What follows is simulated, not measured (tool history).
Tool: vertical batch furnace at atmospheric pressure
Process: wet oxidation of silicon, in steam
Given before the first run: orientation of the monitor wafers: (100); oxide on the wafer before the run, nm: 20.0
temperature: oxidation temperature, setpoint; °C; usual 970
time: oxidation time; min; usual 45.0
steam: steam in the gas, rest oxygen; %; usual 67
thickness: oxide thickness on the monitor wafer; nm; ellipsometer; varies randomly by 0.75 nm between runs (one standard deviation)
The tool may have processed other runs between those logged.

| run | day | temperature | time | steam | wafers since the last listed run | hours since the last temperature calibration | hours since the steam generator was serviced | hours since the gauge calibration | read-back reference wafer on the same gauge, thickness | thickness |
|---|---|---|---|---|---|---|---|---|---|---|
| 1 | 0.000 | 970 | 27.5 | 70 | 0 | 1387.1 | 1018.7 | 1201.7 | 255.97 | 153.93 |
|  | 2.800 | steam generator serviced |
| 2 | 2.821 | 970 | 27.5 | 70 | 622 | 1454.8 | 0.5 | 1269.4 | 256.11 | 159.22 |
| 3 | 3.450 | 970 | 45.0 | 67 | 215 | 1469.9 | 15.6 | 1284.5 | 255.83 | 220.41 |
| 4 | 4.750 | 985 | 45.0 | 67 | 444 | 1501.1 | 46.8 | 1315.7 | 255.94 | 251.39 |
| 5 | 6.100 | 985 | 45.0 | 67 | 461 | 1533.5 | 79.2 | 1348.1 | 255.98 | 253.57 |
| 6 | 8.771 | 970 | 45.0 | 64 | 913 | 1597.6 | 143.3 | 1412.2 | 255.90 | 212.94 |
| 7 | 11.058 | 970 | 45.0 | 64 | 782 | 1652.5 | 198.2 | 1467.1 | 256.16 | 212.14 |
| 8 | 12.325 | 970 | 45.0 | 64 | 433 | 1682.9 | 228.6 | 1497.5 | 255.79 | 212.20 |
|  | 20.146 | gauge calibrated |
| 9 | 20.467 | 980 | 45.0 | 75 | 2783 | 1878.3 | 424.0 | 7.7 | 255.99 | 259.92 |
| 10 | 22.162 | 980 | 45.0 | 75 | 579 | 1919.0 | 464.7 | 48.4 | 255.85 | 259.75 |
| 11 | 23.475 | 980 | 45.0 | 75 | 448 | 1950.5 | 496.2 | 79.9 | 255.95 | 259.84 |
| 12 | 24.529 | 970 | 45.0 | 67 | 360 | 1975.8 | 521.5 | 105.2 | 255.86 | 219.27 |
| 13 | 26.254 | 970 | 45.0 | 67 | 589 | 2017.2 | 562.9 | 146.6 | 256.20 | 218.60 |
| 14 | 27.496 | 970 | 45.0 | 67 | 424 | 2047.0 | 592.7 | 176.4 | 256.10 | 217.00 |
| 15 | 29.579 | 970 | 45.0 | 67 | 712 | 2097.0 | 642.7 | 226.4 | 255.93 | 217.46 |
| 16 | 31.142 | 970 | 45.0 | 67 | 534 | 2134.5 | 680.2 | 263.9 | 256.22 | 218.44 |
| 17 | 33.054 | 970 | 45.0 | 67 | 653 | 2180.4 | 726.1 | 309.8 | 255.90 | 217.31 |
| 18 | 34.258 | 981 | 64.0 | 76 | 411 | 2209.3 | 755.0 | 338.7 | 256.01 | 338.13 |
| 19 | 35.525 | 970 | 45.0 | 73 | 433 | 2239.7 | 785.4 | 369.1 | 255.84 | 230.24 |
| 20 | 37.138 | 970 | 62.5 | 71 | 551 | 2278.4 | 824.1 | 407.8 | 256.05 | 285.83 |
| 21 | 39.375 | 970 | 39.0 | 67 | 764 | 2332.1 | 877.8 | 461.5 | 255.93 | 195.07 |
| 22 | 40.721 | 970 | 52.0 | 78 | 460 | 2364.4 | 910.1 | 493.8 | 255.98 | 270.24 |
| 23 | 43.233 | 970 | 45.0 | 67 | 858 | 2424.7 | 970.4 | 554.1 | 256.06 | 216.52 |
| 24 | 44.858 | 970 | 45.0 | 67 | 555 | 2463.7 | 1009.4 | 593.1 | 256.22 | 216.53 |
| 25 | 47.167 | 953 | 60.0 | 67 | 789 | 2519.1 | 1064.8 | 648.5 | 256.05 | 228.29 |
| 26 | 48.938 | 970 | 53.5 | 59 | 605 | 2561.6 | 1107.3 | 691.0 | 255.93 | 221.21 |
|  | 51.250 | steam generator serviced |
| 27 | 51.271 | 970 | 45.0 | 67 | 455 | 2617.6 | 0.5 | 747.0 | 255.86 | 220.82 |
| 28 | 53.250 | 994 | 45.0 | 77 | 676 | 2665.1 | 48.0 | 794.5 | 255.92 | 299.68 |
| 29 | 55.554 | 970 | 55.0 | 67 | 787 | 2720.4 | 103.3 | 849.8 | 255.98 | 255.35 |
| 30 | 56.979 | 947 | 33.0 | 60 | 487 | 2754.6 | 137.5 | 884.0 | 256.06 | 127.25 |
|  | 58.679 | thermocouples replaced and temperature profile calibrated |
| 31 | 58.700 | 970 | 38.5 | 56 | 246 | 0.5 | 178.8 | 925.3 | 256.18 | 172.06 |
| 32 | 60.533 | 970 | 22.5 | 61 | 626 | 44.5 | 222.8 | 969.3 | 256.02 | 122.41 |
| 33 | 62.642 | 958 | 45.0 | 67 | 720 | 95.1 | 273.4 | 1019.9 | 255.86 | 195.60 |
| 34 | 64.158 | 970 | 45.0 | 67 | 518 | 131.5 | 309.8 | 1056.3 | 255.97 | 220.29 |
| 35 | 66.688 | 970 | 45.0 | 67 | 864 | 192.2 | 370.5 | 1117.0 | 256.08 | 218.24 |
| 36 | 67.967 | 970 | 38.5 | 56 | 437 | 222.9 | 401.2 | 1147.7 | 255.86 | 169.83 |
| 37 | 75.138 | 970 | 45.0 | 58 | 2451 | 395.0 | 573.3 | 1319.8 | 255.79 | 195.91 |
| 38 | 77.342 | 993 | 35.5 | 73 | 753 | 447.9 | 626.2 | 1372.7 | 256.20 | 240.40 |
| 39 | 80.638 | 994 | 51.0 | 67 | 1126 | 527.0 | 705.3 | 1451.8 | 256.14 | 292.17 |

How would selected steps in thickness from run to run divide? Give the signed amount a tool lacking its hidden state would still show from settings, what came in and random variation, and the signed amount left for the hidden state, including any gauge scatter that is not in both of the compared results.
Unlogged tool condition in this case: true tube temperature minus thermocouple reading, K; steam share off its setpoint, % of the setpoint; gauge reads high (%).
Run 1 -> 2: steam generator serviced. thickness +5.29 nm: hidden state +3.81, all else +1.48.
Run 17 -> 18: temperature 970 -> 981, time 45.0 -> 64.0, steam 67 -> 76. thickness +120.82 nm: hidden state -2.38, all else +123.20.
Run 18 -> 19: temperature 981 -> 970, time 64.0 -> 45.0, steam 76 -> 73. thickness -107.89 nm: hidden state +1.79, all else -109.68.
Run 26 -> 27: time 53.5 -> 45.0, steam 59 -> 67, steam generator serviced. thickness -0.39 nm: hidden state +6.04, all else -6.43.
Run 29 -> 30: temperature 970 -> 947, time 55.0 -> 33.0, steam 67 -> 60. thickness -128.10 nm: hidden state +0.57, all else -128.67.
